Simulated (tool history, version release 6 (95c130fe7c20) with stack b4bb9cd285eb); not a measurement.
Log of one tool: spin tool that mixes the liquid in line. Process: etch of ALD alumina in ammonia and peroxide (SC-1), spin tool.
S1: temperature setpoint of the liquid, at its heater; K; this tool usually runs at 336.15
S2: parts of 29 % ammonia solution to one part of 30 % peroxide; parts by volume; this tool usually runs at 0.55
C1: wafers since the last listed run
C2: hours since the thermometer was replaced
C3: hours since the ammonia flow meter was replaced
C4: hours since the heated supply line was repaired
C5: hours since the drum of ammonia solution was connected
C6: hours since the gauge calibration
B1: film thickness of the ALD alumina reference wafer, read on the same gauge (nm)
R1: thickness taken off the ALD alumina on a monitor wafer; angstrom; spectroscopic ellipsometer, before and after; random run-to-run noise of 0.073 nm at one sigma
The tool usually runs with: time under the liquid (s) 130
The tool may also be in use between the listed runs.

{"run": 1, "hour": 0.0, "S1": 336.15, "S2": 0.55, "time under the liquid (s)": 130, "C1": 0, "C2": 1593.3, "C3": 426.9, "C4": 2099.7, "C5": 365.8, "C6": 1322.0, "B1": 150.03, "R1": 146.2}
{"run": 2, "hour": 73.1, "S1": 336.15, "S2": 0.5, "time under the liquid (s)": 145, "C1": 401, "C2": 1666.4, "C3": 500.0, "C4": 2172.8, "C5": 438.9, "C6": 1395.1, "B1": 149.96, "R1": 162.9}
{"run": 3, "hour": 170.2, "S1": 332.65, "S2": 0.55, "time under the liquid (s)": 170, "C1": 533, "C2": 1763.5, "C3": 597.1, "C4": 2269.9, "C5": 536.0, "C6": 1492.2, "B1": 150.0, "R1": 161.5}
{"run": 4, "hour": 233.4, "S1": 332.65, "S2": 0.55, "time under the liquid (s)": 170, "C1": 347, "C2": 1826.7, "C3": 660.3, "C4": 2333.1, "C5": 599.2, "C6": 1555.4, "B1": 150.02, "R1": 162.2}
{"hour": 256.0, "done": "new drum of ammonia solution connected"}
{"run": 5, "hour": 287.5, "S1": 332.65, "S2": 0.55, "time under the liquid (s)": 170, "C1": 291, "C2": 1880.8, "C3": 714.4, "C4": 2387.2, "C5": 31.5, "C6": 1609.5, "B1": 149.96, "R1": 161.6}
{"run": 6, "hour": 368.5, "S1": 336.15, "S2": 0.55, "time under the liquid (s)": 130, "C1": 444, "C2": 1961.8, "C3": 795.4, "C4": 2468.2, "C5": 112.5, "C6": 1690.5, "B1": 150.0, "R1": 147.1}
{"run": 7, "hour": 466.4, "S1": 336.15, "S2": 0.55, "time under the liquid (s)": 130, "C1": 537, "C2": 2059.7, "C3": 893.3, "C4": 2566.1, "C5": 210.4, "C6": 1788.4, "B1": 150.01, "R1": 146.2}
{"run": 8, "hour": 543.9, "S1": 336.15, "S2": 0.55, "time under the liquid (s)": 130, "C1": 425, "C2": 2137.2, "C3": 970.8, "C4": 2643.6, "C5": 287.9, "C6": 1865.9, "B1": 149.95, "R1": 147.1}
{"hour": 569.4, "done": "thermometer replaced"}
{"run": 9, "hour": 580.9, "S1": 336.15, "S2": 0.55, "time under the liquid (s)": 130, "C1": 197, "C2": 11.5, "C3": 1007.8, "C4": 2680.6, "C5": 324.9, "C6": 1902.9, "B1": 150.0, "R1": 146.7}
{"run": 10, "hour": 674.9, "S1": 336.15, "S2": 0.55, "time under the liquid (s)": 130, "C1": 516, "C2": 105.5, "C3": 1101.8, "C4": 2774.6, "C5": 418.9, "C6": 1996.9, "B1": 149.99, "R1": 147.3}
{"run": 11, "hour": 741.6, "S1": 336.15, "S2": 0.4, "time under the liquid (s)": 130, "C1": 366, "C2": 172.2, "C3": 1168.5, "C4": 2841.3, "C5": 485.6, "C6": 2063.6, "B1": 150.0, "R1": 141.3}
{"hour": 812.8, "done": "gauge calibrated"}
{"run": 12, "hour": 824.2, "S1": 336.15, "S2": 0.55, "time under the liquid (s)": 130, "C1": 453, "C2": 254.8, "C3": 1251.1, "C4": 2923.9, "C5": 568.2, "C6": 11.4, "B1": 149.98, "R1": 147.8}
{"hour": 865.0, "done": "heated supply line repaired"}
{"run": 13, "hour": 875.2, "S1": 336.15, "S2": 0.65, "time under the liquid (s)": 130, "C1": 274, "C2": 305.8, "C3": 1302.1, "C4": 10.2, "C5": 619.2, "C6": 62.4, "B1": 150.01, "R1": 148.7}
{"run": 14, "hour": 913.8, "S1": 332.15, "S2": 0.8, "time under the liquid (s)": 175, "C1": 211, "C2": 344.4, "C3": 1340.7, "C4": 48.8, "C5": 657.8, "C6": 101.0, "B1": 150.0, "R1": 167.2}
{"hour": 948.7, "done": "new drum of ammonia solution connected"}
{"run": 15, "hour": 1122.1, "S1": 336.15, "S2": 0.55, "time under the liquid (s)": 130, "C1": 1138, "C2": 552.7, "C3": 1549.0, "C4": 257.1, "C5": 173.4, "C6": 309.3, "B1": 150.01, "R1": 147.2}
{"run": 16, "hour": 1187.2, "S1": 326.15, "S2": 0.35, "time under the liquid (s)": 100, "C1": 357, "C2": 617.8, "C3": 1614.1, "C4": 322.2, "C5": 238.5, "C6": 374.4, "B1": 150.04, "R1": 64.4}
{"run": 17, "hour": 1227.9, "S1": 336.15, "S2": 0.55, "time under the liquid (s)": 165, "C1": 223, "C2": 658.5, "C3": 1654.8, "C4": 362.9, "C5": 279.2, "C6": 415.1, "B1": 150.03, "R1": 188.1}
{"hour": 1491.8, "done": "ammonia flow meter replaced"}
{"run": 18, "hour": 1500.1, "S1": 326.65, "S2": 0.7, "time under the liquid (s)": 195, "C1": 1489, "C2": 930.7, "C3": 8.3, "C4": 635.1, "C5": 551.4, "C6": 687.3, "B1": 149.97, "R1": 137.5}
{"hour": 1504.2, "done": "new drum of ammonia solution connected"}
{"run": 19, "hour": 1607.4, "S1": 339.65, "S2": 0.55, "time under the liquid (s)": 130, "C1": 583, "C2": 1038.0, "C3": 115.6, "C4": 742.4, "C5": 103.2, "C6": 794.6, "B1": 150.02, "R1": 172.3}
{"run": 20, "hour": 1663.4, "S1": 330.65, "S2": 0.25, "time under the liquid (s)": 130, "C1": 307, "C2": 1094.0, "C3": 171.6, "C4": 798.4, "C5": 159.2, "C6": 850.6, "B1": 150.02, "R1": 102.0}
{"run": 21, "hour": 1726.7, "S1": 326.65, "S2": 0.55, "time under the liquid (s)": 165, "C1": 347, "C2": 1157.3, "C3": 234.9, "C4": 861.7, "C5": 222.5, "C6": 913.9, "B1": 150.05, "R1": 115.0}
{"run": 22, "hour": 1822.2, "S1": 332.65, "S2": 0.55, "time under the liquid (s)": 170, "C1": 524, "C2": 1252.8, "C3": 330.4, "C4": 957.2, "C5": 318.0, "C6": 1009.4, "B1": 150.0, "R1": 161.4}
{"run": 23, "hour": 1913.7, "S1": 331.15, "S2": 0.55, "time under the liquid (s)": 130, "C1": 502, "C2": 1344.3, "C3": 421.9, "C4": 1048.7, "C5": 409.5, "C6": 1100.9, "B1": 150.0, "R1": 113.0}
{"run": 24, "hour": 1965.7, "S1": 329.15, "S2": 0.45, "time under the liquid (s)": 180, "C1": 285, "C2": 1396.3, "C3": 473.9, "C4": 1100.7, "C5": 461.5, "C6": 1152.9, "B1": 150.0, "R1": 139.5}

The tool's hidden state at each run:
liquid colder than its thermometer reads (K): 0 on each run
ammonia flow above the setpoint (%): 0 on each run
temperature lost on the way to the wafer (K): 0 on each run
ammonia solution weaker than its label (%): 0 on each run
gauge reads high (%): 0 on each run
